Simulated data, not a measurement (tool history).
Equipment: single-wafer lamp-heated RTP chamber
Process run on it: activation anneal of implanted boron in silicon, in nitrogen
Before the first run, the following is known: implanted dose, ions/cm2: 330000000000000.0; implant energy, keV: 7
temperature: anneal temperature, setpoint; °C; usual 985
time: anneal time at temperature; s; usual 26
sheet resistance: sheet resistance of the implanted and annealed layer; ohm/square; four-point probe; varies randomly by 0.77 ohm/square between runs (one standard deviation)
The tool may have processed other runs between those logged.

run     day  temperature  time  wafers since the last listed run  wafers since the last pyrometer calibration  wafers since the reflector plate was cleaned  hours since the gauge calibration  read-back reference wafer on the same gauge, sheet resistance  sheet resistance
  1   0.000          973    26                                 0                                         5714                                          5714                              355.5                                                         369.39            351.78
      0.762  -- pyrometer window cleaned and pyrometer calibrated
  2   1.533          985    26                               585                                          375                                          6300                              392.3                                                         369.30            345.21
  3   3.721          985    26                              1066                                         1442                                          7366                              444.8                                                         368.17            343.52
  4   6.121          985    22                              1170                                         2612                                          8536                              502.4                                                         367.42            344.26
  5  10.242          985    22                              2009                                         4621                                         10545                              601.3                                                         365.02            341.29
  6  13.046         1001    26                              1367                                         5988                                         11913                              668.6                                                         363.73            334.31
     13.442  -- gauge calibrated
     13.775  -- pyrometer window cleaned and pyrometer calibrated
  7  15.271         1001    26                               922                                          729                                         12835                               43.9                                                         373.30            344.02
  8  18.371          957    35                              1511                                         2241                                         14346                              118.3                                                         373.09            371.15
     19.196  -- reflector plate cleaned
  9  22.217         1001    26                              1712                                         3953                                          1472                              210.6                                                         372.57            341.73
 10  24.096         1011    19                               916                                         4869                                          2389                              255.7                                                         371.76            341.18
     26.417  -- pyrometer window cleaned and pyrometer calibrated
 11  26.800          964    12                              1155                                          186                                          3544                              320.6                                                         371.26            369.97
 12  29.171          985    26                              1155                                         1342                                          4700                              377.5                                                         370.48            346.11
 13  31.083          985    26                               932                                         2274                                          5633                              423.4                                                         369.85            345.61
 14  32.933         1010    35                               901                                         3176                                          6535                              467.8                                                         369.12            337.07
 15  36.196         1014    20                              1590                                         4767                                          8125                              546.1                                                         367.41            338.16

Alternative continuations, all from the tool just after run 15; predict every row:
  A  36.212          985    14                                 8                                         4775                                          8134                              546.5                                                              ?                 ?
  B  36.212          995    38                                 8                                         4775                                          8134                              546.5                                                              ?                 ?
  C  36.212          985    15                                 8                                         4775                                          8134                              546.5                                                              ?                 ?
  D  36.212          985    34                                 8                                         4775                                          8134                              546.5                                                              ?                 ?
  E  36.212          975    32                                 8                                         4775                                          8134                              546.5                                                              ?                 ?

run  read-back reference wafer on the same gauge, sheet resistance  sheet resistance
  A                                                         367.59            346.64
  B                                                         367.59            338.25
  C                                                         367.59            346.31
  D                                                         367.59            341.83
  E                                                         367.59            347.03
Without the tool's unlogged condition, the same runs would have read:
run  sheet resistance
  A            350.85
  B            342.36
  C            350.51
  D            345.98
  E            351.24
